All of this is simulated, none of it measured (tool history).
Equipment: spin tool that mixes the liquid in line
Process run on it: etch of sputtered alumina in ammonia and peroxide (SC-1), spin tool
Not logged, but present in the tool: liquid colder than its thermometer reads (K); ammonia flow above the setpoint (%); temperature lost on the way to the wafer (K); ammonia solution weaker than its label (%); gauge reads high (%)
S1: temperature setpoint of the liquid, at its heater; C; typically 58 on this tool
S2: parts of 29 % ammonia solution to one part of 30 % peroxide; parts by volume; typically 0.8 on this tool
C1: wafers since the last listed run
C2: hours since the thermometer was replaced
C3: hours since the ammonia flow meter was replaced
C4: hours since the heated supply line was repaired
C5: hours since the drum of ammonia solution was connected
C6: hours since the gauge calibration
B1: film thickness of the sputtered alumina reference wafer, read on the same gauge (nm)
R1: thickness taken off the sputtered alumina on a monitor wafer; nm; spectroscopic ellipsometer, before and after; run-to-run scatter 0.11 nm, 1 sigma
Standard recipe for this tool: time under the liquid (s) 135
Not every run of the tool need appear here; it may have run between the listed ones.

run 1 hour=0 | S1=58 S2=0.8 time_under_the_liquid_(s)=135 | C1=0 C2=173.7 C3=971.4 C4=264.6 C5=48.9 C6=540 | B1=29.96 | R1=18.39
run 2 hour=72.6 | S1=58 S2=0.8 time_under_the_liquid_(s)=135 | C1=654 C2=246.3 C3=1044 C4=337.2 C5=121.5 C6=612.6 | B1=29.97 | R1=18.28
run 3 hour=216.9 | S1=58 S2=0.8 time_under_the_liquid_(s)=135 | C1=1301 C2=390.6 C3=1188.3 C4=481.5 C5=265.8 C6=756.9 | B1=30 | R1=18.08
run 4 hour=293.9 | S1=58 S2=0.8 time_under_the_liquid_(s)=135 | C1=694 C2=467.6 C3=1265.3 C4=558.5 C5=342.8 C6=833.9 | B1=29.95 | R1=17.91
run 5 hour=393.6 | S1=58 S2=0.8 time_under_the_liquid_(s)=135 | C1=898 C2=567.3 C3=1365 C4=658.2 C5=442.5 C6=933.6 | B1=29.96 | R1=17.82
run 6 hour=452.4 | S1=58 S2=0.8 time_under_the_liquid_(s)=135 | C1=530 C2=626.1 C3=1423.8 C4=717 C5=501.3 C6=992.4 | B1=30.01 | R1=17.85
run 7 hour=560.1 | S1=58 S2=0.8 time_under_the_liquid_(s)=120 | C1=971 C2=733.8 C3=1531.5 C4=824.7 C5=609 C6=1100.1 | B1=30 | R1=15.7
-- hour=637.5 new drum of ammonia solution connected
run 8 hour=664.8 | S1=58 S2=0.8 time_under_the_liquid_(s)=120 | C1=935 C2=838.5 C3=1636.2 C4=929.4 C5=27.3 C6=1204.8 | B1=30.04 | R1=15.62
-- hour=712.4 gauge calibrated
run 9 hour=715.5 | S1=54 S2=0.8 time_under_the_liquid_(s)=135 | C1=457 C2=889.2 C3=1686.9 C4=980.1 C5=78 C6=3.1 | B1=29.98 | R1=14.24
-- hour=750.3 heated supply line repaired
run 10 hour=802.5 | S1=58 S2=0.8 time_under_the_liquid_(s)=135 | C1=775 C2=976.2 C3=1773.9 C4=52.2 C5=165 C6=90.1 | B1=30 | R1=16.98
run 11 hour=877.9 | S1=58 S2=0.8 time_under_the_liquid_(s)=135 | C1=679 C2=1051.6 C3=1849.3 C4=127.6 C5=240.4 C6=165.5 | B1=30.02 | R1=16.69
run 12 hour=929.6 | S1=58 S2=1.15 time_under_the_liquid_(s)=135 | C1=466 C2=1103.3 C3=1901 C4=179.3 C5=292.1 C6=217.2 | B1=30.04 | R1=17.29
run 13 hour=1023.8 | S1=58 S2=1 time_under_the_liquid_(s)=135 | C1=849 C2=1197.5 C3=1995.2 C4=273.5 C5=386.3 C6=311.4 | B1=29.99 | R1=16.8
-- hour=1058 heated supply line repaired, repeated, since the last time left the tool worse
-- hour=1094.7 ammonia flow meter replaced
run 14 hour=1119.2 | S1=58 S2=0.8 time_under_the_liquid_(s)=190 | C1=842 C2=1292.9 C3=24.5 C4=61.2 C5=481.7 C6=406.8 | B1=29.98 | R1=26.25
run 15 hour=1193.8 | S1=58 S2=0.8 time_under_the_liquid_(s)=90 | C1=672 C2=1367.5 C3=99.1 C4=135.8 C5=556.3 C6=481.4 | B1=29.99 | R1=12.17
run 16 hour=1288.3 | S1=58 S2=0.8 time_under_the_liquid_(s)=135 | C1=852 C2=1462 C3=193.6 C4=230.3 C5=650.8 C6=575.9 | B1=29.98 | R1=18.16
-- hour=1299.5 new drum of ammonia solution connected
run 17 hour=1345.1 | S1=49 S2=0.8 time_under_the_liquid_(s)=135 | C1=503 C2=1518.8 C3=250.4 C4=287.1 C5=45.6 C6=632.7 | B1=30 | R1=11.08
-- hour=1402.8 thermometer replaced
run 18 hour=1448.6 | S1=67.5 S2=1 time_under_the_liquid_(s)=205 | C1=924 C2=45.8 C3=353.9 C4=390.6 C5=149.1 C6=736.2 | B1=30.03 | R1=45.46
run 19 hour=1516.6 | S1=58 S2=0.8 time_under_the_liquid_(s)=135 | C1=613 C2=113.8 C3=421.9 C4=458.6 C5=217.1 C6=804.2 | B1=29.95 | R1=18.08
run 20 hour=1623.4 | S1=58 S2=0.65 time_under_the_liquid_(s)=135 | C1=962 C2=220.6 C3=528.7 C4=565.4 C5=323.9 C6=911 | B1=30.01 | R1=17.41
run 21 hour=1702.7 | S1=49 S2=0.8 time_under_the_liquid_(s)=135 | C1=715 C2=299.9 C3=608 C4=644.7 C5=403.2 C6=990.3 | B1=30.02 | R1=11.02
run 22 hour=1789.2 | S1=58 S2=0.8 time_under_the_liquid_(s)=135 | C1=779 C2=386.4 C3=694.5 C4=731.2 C5=489.7 C6=1076.8 | B1=29.99 | R1=17.92
run 23 hour=1875.9 | S1=58 S2=0.45 time_under_the_liquid_(s)=215 | C1=781 C2=473.1 C3=781.2 C4=817.9 C5=576.4 C6=1163.5 | B1=30.01 | R1=26.69

4 options for the next run, each taken on its own from the tool as it stands now. Forecast them:
run A hour=1876.4 | S1=58 S2=0.8 time_under_the_liquid_(s)=135 | C1=4 C2=473.6 C3=781.7 C4=818.4 C5=576.9 C6=1164 | B1=? | R1=?
run B hour=1876.4 | S1=58 S2=0.8 time_under_the_liquid_(s)=60 | C1=4 C2=473.6 C3=781.7 C4=818.4 C5=576.9 C6=1164 | B1=? | R1=?
run C hour=1876.4 | S1=53 S2=0.7 time_under_the_liquid_(s)=70 | C1=4 C2=473.6 C3=781.7 C4=818.4 C5=576.9 C6=1164 | B1=? | R1=?
run D hour=1876.4 | S1=50 S2=0.6 time_under_the_liquid_(s)=200 | C1=4 C2=473.6 C3=781.7 C4=818.4 C5=576.9 C6=1164 | B1=? | R1=?

run=A B1=30 R1=17.67
run=B B1=30 R1=7.85
run=C B1=30 R1=6.93
run=D B1=30 R1=16.57
Without the tool's hidden state the same runs would have given:
run=A R1=18.48
run=B R1=8.21
run=C R1=7.26
run=D R1=17.36
